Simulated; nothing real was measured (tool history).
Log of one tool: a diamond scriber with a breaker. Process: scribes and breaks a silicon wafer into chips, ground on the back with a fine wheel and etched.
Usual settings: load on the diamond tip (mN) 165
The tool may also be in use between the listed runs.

run   hour  load on the diamond tip (mN)  wafers since the last listed run  hours since the diamond tip was replaced  hours since the load on the tip was calibrated  incoming depth of the damage left on the back of the incoming wafer, um  depth of the median crack under the scribed line (um)  chips rejected at inspection after the break (%)
  1    0.0                           165                                 0                                     223.2                                           642.9                                                                     0.50                                                  10.44                                              4.95
  2    9.0                           165                                20                                     232.2                                           651.9                                                                     0.67                                                  10.49                                              5.02
  3   16.7                           165                                17                                     239.9                                           659.6                                                                     0.35                                                  10.45                                              5.36
  4   32.1                           165                                34                                     255.3                                           675.0                                                                     0.49                                                  10.55                                              5.35
  5   50.1                           165                                40                                     273.3                                           693.0                                                                     0.79                                                  10.30                                              6.08
  6   66.6                           165                                37                                     289.8                                           709.5                                                                     0.33                                                  10.31                                              5.84
  7   83.2                           201                                37                                     306.4                                           726.1                                                                     0.47                                                  12.62                                              0.61
  8   95.6                           201                                28                                     318.8                                           738.5                                                                     0.43                                                  12.55                                              0.58
     127.0  -- diamond tip replaced by a new one
     133.1  -- load on the tip recalibrated
  9  140.5                           202                                92                                      13.5                                             7.4                                                                     0.53                                                  14.99                                              5.71
 10  150.1                           136                                21                                      23.1                                            17.0                                                                     0.66                                                   9.55                                             11.86
 11  161.1                           136                                24                                      34.1                                            28.0                                                                     0.38                                                   9.42                                             11.70
 12  169.5                           165                                19                                      42.5                                            36.4                                                                     0.64                                                  11.87                                              1.05
 13  187.0                           165                                39                                      60.0                                            53.9                                                                     0.54                                                  11.97                                              1.10
 14  202.2                           165                                34                                      75.2                                            69.1                                                                     0.71                                                  11.68                                              1.36
 15  218.5                           146                                36                                      91.5                                            85.4                                                                     0.51                                                   9.97                                              8.27
 16  231.9                           211                                30                                     104.9                                            98.8                                                                     0.51                                                  14.70                                              4.75
 17  248.6                           121                                37                                     121.6                                           115.5                                                                     0.42                                                   7.67                                             29.76
 18  258.2                           165                                21                                     131.2                                           125.1                                                                     0.42                                                  11.44                                              1.99
 19  266.2                           132                                18                                     139.2                                           133.1                                                                     0.65                                                   8.54                                             20.27
 20  278.5                           165                                27                                     151.5                                           145.4                                                                     0.42                                                  11.47                                              2.20
 21  295.4                           165                                38                                     168.4                                           162.3                                                                     0.70                                                  11.21                                              2.38
 22  335.2                           122                                90                                     208.2                                           202.1                                                                     0.54                                                   7.55                                             32.85
 23  349.2                           165                                31                                     222.2                                           216.1                                                                     0.42                                                  11.05                                              2.86
 24  358.1                           148                                20                                     231.1                                           225.0                                                                     0.40                                                   9.58                                              9.70
 25  376.0                           147                                40                                     249.0                                           242.9                                                                     0.36                                                   9.62                                             10.51
 26  389.3                           178                                30                                     262.3                                           256.2                                                                     0.61                                                  12.02                                              0.96
 27  402.1                           200                                29                                     275.1                                           269.0                                                                     0.64                                                  13.48                                              1.25

Run 28 comes next. What will it give?
 28  409.8                           165                                17                                     282.8                                           276.7                                                                     0.54                                                      ?                                                 ?

Run 28 gave depth of the median crack under the scribed line (um) 10.99, chips rejected at inspection after the break (%) 3.31.
Without the tool's hidden state the same run would have given depth of the median crack under the scribed line (um) 12.61, chips rejected at inspection after the break (%) 0.59.
